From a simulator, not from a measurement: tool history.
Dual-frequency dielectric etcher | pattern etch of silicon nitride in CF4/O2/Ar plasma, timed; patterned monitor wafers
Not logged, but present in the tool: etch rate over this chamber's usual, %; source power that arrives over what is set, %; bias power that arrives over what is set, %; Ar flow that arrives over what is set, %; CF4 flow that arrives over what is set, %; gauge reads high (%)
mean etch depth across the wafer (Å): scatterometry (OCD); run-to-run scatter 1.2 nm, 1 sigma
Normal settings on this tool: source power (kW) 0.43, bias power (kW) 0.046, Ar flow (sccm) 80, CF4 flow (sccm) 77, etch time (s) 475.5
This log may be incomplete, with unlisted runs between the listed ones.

run,hour,source power (kW),bias power (kW),Ar flow (sccm),CF4 flow (sccm),etch time (s),wafers since the last listed run,hours since the last wet clean,hours since the last source power generator calibration,hours since the last bias power generator calibration,hours since the last Ar flow controller change,hours since the last CF4 flow controller change,hours since the last upper electrode change,hours since the gauge calibration,"read-back reference wafer on the same gauge, depth_nm",mean etch depth across the wafer (Å)
1,0,0.43,0.046,80,87,475.5,0,279.4,4703.8,1978.8,3581.3,5635.8,2288.4,341.9,683,7791
2,19.2,0.43,0.046,80,87,475.5,75,298.6,4723,1998,3600.5,5655,2307.6,361.1,682.9,7805
3,68,0.43,0.046,80,77,475.5,192,347.4,4771.8,2046.8,3649.3,5703.8,2356.4,409.9,682.8,7766
4,84.7,0.43,0.046,94,68,475.5,65,364.1,4788.5,2063.5,3666,5720.5,2373.1,426.6,683,7570
5,110.4,0.43,0.046,94,68,475.5,101,389.8,4814.2,2089.2,3691.7,5746.2,2398.8,452.3,683.3,7574
# hour 117.2: gauge calibrated
6,137.4,0.43,0.046,80,77,546,106,416.8,4841.2,2116.2,3718.7,5773.2,2425.8,20.2,683.1,8925
7,150.4,0.43,0.046,80,77,569,51,429.8,4854.2,2129.2,3731.7,5786.2,2438.8,33.2,682.7,9319
# hour 168.8: Ar flow controller replaced
# hour 175: bias power generator calibrated
# hour 182.5: CF4 flow controller replaced
8,251.9,0.39,0.046,80,77,432,336,531.3,4955.7,76.9,83.1,69.4,2540.3,134.7,683,6652
9,284.7,0.49,0.046,62,58,343.5,129,564.1,4988.5,109.7,115.9,102.2,2573.1,167.5,683,5934
10,302.1,0.43,0.046,80,93,475.5,68,581.5,5005.9,127.1,133.3,119.6,2590.5,184.9,683.2,7810
# hour 328.5: wet clean of the chamber
11,329,0.43,0.046,80,70,475.5,11,0.5,5032.8,154,160.2,146.5,2617.4,211.8,682.6,7490
12,330.9,0.53,0.046,80,66,475.5,7,2.4,5034.7,155.9,162.1,148.4,2619.3,213.7,682.7,8268
# hour 345.8: source power generator calibrated
13,350.5,0.43,0.046,80,77,475.5,61,22,4.7,175.5,181.7,168,2638.9,233.3,683,7567
# hour 392: upper electrode replaced
14,392.5,0.43,0.046,80,77,475.5,70,64,46.7,217.5,223.7,210,0.5,275.3,683.2,7567
15,414.2,0.43,0.046,91,77,420.5,85,85.7,68.4,239.2,245.4,231.7,22.2,297,682.7,6625
16,435.7,0.43,0.046,80,77,475.5,84,107.2,89.9,260.7,266.9,253.2,43.7,318.5,682.9,7587
17,454.4,0.35,0.046,80,77,475.5,73,125.9,108.6,279.4,285.6,271.9,62.4,337.2,683,6968
18,481.5,0.43,0.046,95,85,535.5,106,153,135.7,306.5,312.7,299,89.5,364.3,683,8509
19,499.5,0.34,0.046,80,77,356,70,171,153.7,324.5,330.7,317,107.5,382.3,682.8,5143
# hour 524.1: gauge calibrated
20,524.4,0.43,0.046,80,77,475.5,97,195.9,178.6,349.4,355.6,341.9,132.4,0.3,683.2,7651

Consider 5 possible next runs. They are alternatives, not a sequence: every one starts from the tool as it was left by run 20. What does each give?
A,524.9,0.43,0.046,80,77,475.5,1,196.4,179.1,349.9,356.1,342.4,132.9,0.8,?,?
B,524.9,0.43,0.055,80,77,475.5,1,196.4,179.1,349.9,356.1,342.4,132.9,0.8,?,?
C,524.9,0.5,0.046,80,77,377,1,196.4,179.1,349.9,356.1,342.4,132.9,0.8,?,?
D,524.9,0.43,0.046,72,77,475.5,1,196.4,179.1,349.9,356.1,342.4,132.9,0.8,?,?
E,524.9,0.43,0.046,93,77,475.5,1,196.4,179.1,349.9,356.1,342.4,132.9,0.8,?,?

run,"read-back reference wafer on the same gauge, depth_nm",mean etch depth across the wafer (Å)
A,683,7630
B,683,8383
C,683,6497
D,683,7705
E,683,7518
Had the tool no hidden state, the same runs would have come out as:
run,mean etch depth across the wafer (Å)
A,7459
B,8188
C,6352
D,7532
E,7347

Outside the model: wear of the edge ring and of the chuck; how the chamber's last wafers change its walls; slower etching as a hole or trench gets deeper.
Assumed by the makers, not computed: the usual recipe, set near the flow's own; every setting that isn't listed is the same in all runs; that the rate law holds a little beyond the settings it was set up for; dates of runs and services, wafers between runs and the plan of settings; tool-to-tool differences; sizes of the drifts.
